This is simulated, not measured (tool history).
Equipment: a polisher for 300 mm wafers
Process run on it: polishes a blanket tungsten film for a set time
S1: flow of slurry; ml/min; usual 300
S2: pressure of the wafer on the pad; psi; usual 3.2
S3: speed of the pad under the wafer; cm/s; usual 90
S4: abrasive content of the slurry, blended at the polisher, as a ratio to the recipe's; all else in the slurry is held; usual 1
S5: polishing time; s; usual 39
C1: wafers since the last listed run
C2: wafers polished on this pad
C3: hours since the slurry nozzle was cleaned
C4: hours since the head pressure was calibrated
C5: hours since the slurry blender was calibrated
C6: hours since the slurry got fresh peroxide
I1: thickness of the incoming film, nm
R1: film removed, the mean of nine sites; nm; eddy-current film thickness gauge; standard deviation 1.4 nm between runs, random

{"run": 1, "hour": 0.0, "S1": 300, "S2": 3.2, "S3": 90, "S4": 1, "S5": 39, "C1": 0, "C2": 95, "C3": 612.7, "C4": 287.3, "C5": 177.3, "C6": 41.4, "I1": 1320.6, "R1": 126.2}
{"run": 2, "hour": 12.0, "S1": 300, "S2": 3.2, "S3": 90, "S4": 1, "S5": 39, "C1": 117, "C2": 212, "C3": 624.7, "C4": 299.3, "C5": 189.3, "C6": 53.4, "I1": 1288.3, "R1": 130.7}
{"run": 3, "hour": 28.2, "S1": 300, "S2": 3.2, "S3": 90, "S4": 1, "S5": 39, "C1": 158, "C2": 370, "C3": 640.9, "C4": 315.5, "C5": 205.5, "C6": 69.6, "I1": 1307.6, "R1": 130.6}
{"run": 4, "hour": 45.4, "S1": 300, "S2": 3.2, "S3": 90, "S4": 1, "S5": 39, "C1": 167, "C2": 538, "C3": 658.1, "C4": 332.7, "C5": 222.7, "C6": 86.8, "I1": 1293.9, "R1": 129.4}
{"run": 5, "hour": 56.5, "S1": 300, "S2": 3.2, "S3": 90, "S4": 1, "S5": 39, "C1": 108, "C2": 646, "C3": 669.2, "C4": 343.8, "C5": 233.8, "C6": 97.9, "I1": 1283.0, "R1": 129.5}
{"run": 6, "hour": 65.8, "S1": 300, "S2": 3.2, "S3": 90, "S4": 1, "S5": 39, "C1": 90, "C2": 737, "C3": 678.5, "C4": 353.1, "C5": 243.1, "C6": 107.2, "I1": 1296.0, "R1": 130.5}
{"hour": 73.3, "done": "worn pad replaced by a new one"}
{"run": 7, "hour": 81.4, "S1": 300, "S2": 3.2, "S3": 90, "S4": 1, "S5": 31, "C1": 113, "C2": 78, "C3": 694.1, "C4": 368.7, "C5": 258.7, "C6": 122.8, "I1": 1304.7, "R1": 104.1}
{"run": 8, "hour": 91.5, "S1": 300, "S2": 3.2, "S3": 90, "S4": 1, "S5": 39, "C1": 98, "C2": 177, "C3": 704.2, "C4": 378.8, "C5": 268.8, "C6": 132.9, "I1": 1333.9, "R1": 131.5}
{"hour": 115.5, "done": "slurry tank refilled with fresh slurry and peroxide"}
{"run": 9, "hour": 133.6, "S1": 300, "S2": 3.2, "S3": 90, "S4": 1, "S5": 39, "C1": 401, "C2": 578, "C3": 746.3, "C4": 420.9, "C5": 310.9, "C6": 18.1, "I1": 1324.4, "R1": 130.2}
{"run": 10, "hour": 139.7, "S1": 300, "S2": 3.2, "S3": 90, "S4": 1, "S5": 39, "C1": 59, "C2": 637, "C3": 752.4, "C4": 427.0, "C5": 317.0, "C6": 24.2, "I1": 1309.5, "R1": 132.2}
{"hour": 147.3, "done": "worn pad replaced by a new one"}
{"run": 11, "hour": 190.1, "S1": 300, "S2": 3.2, "S3": 90, "S4": 1, "S5": 39, "C1": 452, "C2": 418, "C3": 802.8, "C4": 477.4, "C5": 367.4, "C6": 74.6, "I1": 1300.7, "R1": 133.6}
{"hour": 202.3, "done": "slurry nozzle cleaned"}
{"run": 12, "hour": 202.8, "S1": 300, "S2": 3.2, "S3": 90, "S4": 1, "S5": 39, "C1": 114, "C2": 532, "C3": 0.5, "C4": 490.1, "C5": 380.1, "C6": 87.3, "I1": 1308.7, "R1": 136.3}
{"hour": 215.6, "done": "head pressure recalibrated"}
{"run": 13, "hour": 216.1, "S1": 300, "S2": 3.2, "S3": 90, "S4": 1, "S5": 39, "C1": 110, "C2": 642, "C3": 13.8, "C4": 0.5, "C5": 393.4, "C6": 100.6, "I1": 1323.2, "R1": 138.0}

Run 14 comes next. What will it give?
{"hour": 220.8, "done": "worn pad replaced by a new one"}
{"run": 14, "hour": 225.9, "S1": 195, "S2": 2.3, "S3": 90, "S4": 1, "S5": 46, "C1": 56, "C2": 49, "C3": 23.6, "C4": 10.3, "C5": 403.2, "C6": 110.4, "I1": 1292.9, "R1": "?"}

R1: 117.6 nm
Without the tool's hidden state the same run would have given R1 105.4 nm.

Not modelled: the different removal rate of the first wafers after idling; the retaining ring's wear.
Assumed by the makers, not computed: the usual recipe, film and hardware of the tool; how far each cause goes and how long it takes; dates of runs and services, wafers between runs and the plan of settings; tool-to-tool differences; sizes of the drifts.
